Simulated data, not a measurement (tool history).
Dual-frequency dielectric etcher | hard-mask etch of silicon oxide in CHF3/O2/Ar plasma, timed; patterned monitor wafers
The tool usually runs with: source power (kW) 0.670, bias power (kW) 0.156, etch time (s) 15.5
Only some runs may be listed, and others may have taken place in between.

run     day  source power (kW)  bias power (kW)  etch time (s)  read-back reference wafer on the same gauge, depth_nm  mean etch depth across the wafer (Å)
  1   0.000              0.580            0.168           15.5                                                  30.11                                 308.6
  2   0.633              0.670            0.156           15.5                                                  30.08                                 320.5
  3   1.279              0.580            0.126           15.5                                                  30.10                                 289.9
  4   1.688              0.580            0.126           15.5                                                  30.09                                 288.6
  5   1.962              0.580            0.126           15.5                                                  30.08                                 291.0
  6   2.700              0.670            0.165           16.5                                                  30.11                                 345.1
  7   3.112              0.670            0.185           15.5                                                  30.10                                 331.2
  8   3.471              0.670            0.185           15.5                                                  30.12                                 335.3
  9   3.808              0.670            0.185           15.5                                                  30.08                                 336.6
      4.912  -- wet clean of the chamber
      6.429  -- upper electrode replaced
 10   6.450              0.670            0.156           15.5                                                  30.06                                 307.9
 11   6.612              0.670            0.156           15.5                                                  30.12                                 306.0
 12   7.204              0.750            0.137           15.5                                                  30.12                                 311.0
 13   7.612              0.530            0.181           13.5                                                  30.09                                 258.6
 14   8.000              0.670            0.156           14.5                                                  30.12                                 287.3
      8.004  -- gauge calibrated
 15   8.354              0.560            0.125           12.0                                                  30.09                                 213.4
      8.529  -- bias power generator calibrated
      8.754  -- source power generator calibrated
 16   8.921              0.670            0.156           15.5                                                  30.08                                 309.2
 17   9.612              0.670            0.172           18.5                                                  30.12                                 377.7
 18   9.896              0.830            0.131           17.0                                                  30.12                                 349.3
 19  10.904              0.580            0.168           17.5                                                  30.06                                 338.7
 20  11.304              0.800            0.137           15.5                                                  30.12                                 321.7
 21  12.046              0.720            0.132           15.5                                                  30.11                                 308.8

Predict each of these 4 candidate next runs independently; none follows another, all start after run 21:
  A  12.062              0.670            0.156           15.5                                                      ?                                     ?
  B  12.062              0.750            0.156           13.0                                                      ?                                     ?
  C  12.062              0.540            0.137           12.0                                                      ?                                     ?
  D  12.062              0.550            0.186           19.0                                                      ?                                     ?

run  read-back reference wafer on the same gauge, depth_nm  mean etch depth across the wafer (Å)
  A                                                  30.09                                 313.2
  B                                                  30.09                                 273.0
  C                                                  30.09                                 218.9
  D                                                  30.09                                 376.0
The same runs, with their run-to-run variation unchanged, on a tool lacking any hidden condition would have given:
run  mean etch depth across the wafer (Å)
  A                                 309.4
  B                                 269.7
  C                                 216.2
  D                                 371.4

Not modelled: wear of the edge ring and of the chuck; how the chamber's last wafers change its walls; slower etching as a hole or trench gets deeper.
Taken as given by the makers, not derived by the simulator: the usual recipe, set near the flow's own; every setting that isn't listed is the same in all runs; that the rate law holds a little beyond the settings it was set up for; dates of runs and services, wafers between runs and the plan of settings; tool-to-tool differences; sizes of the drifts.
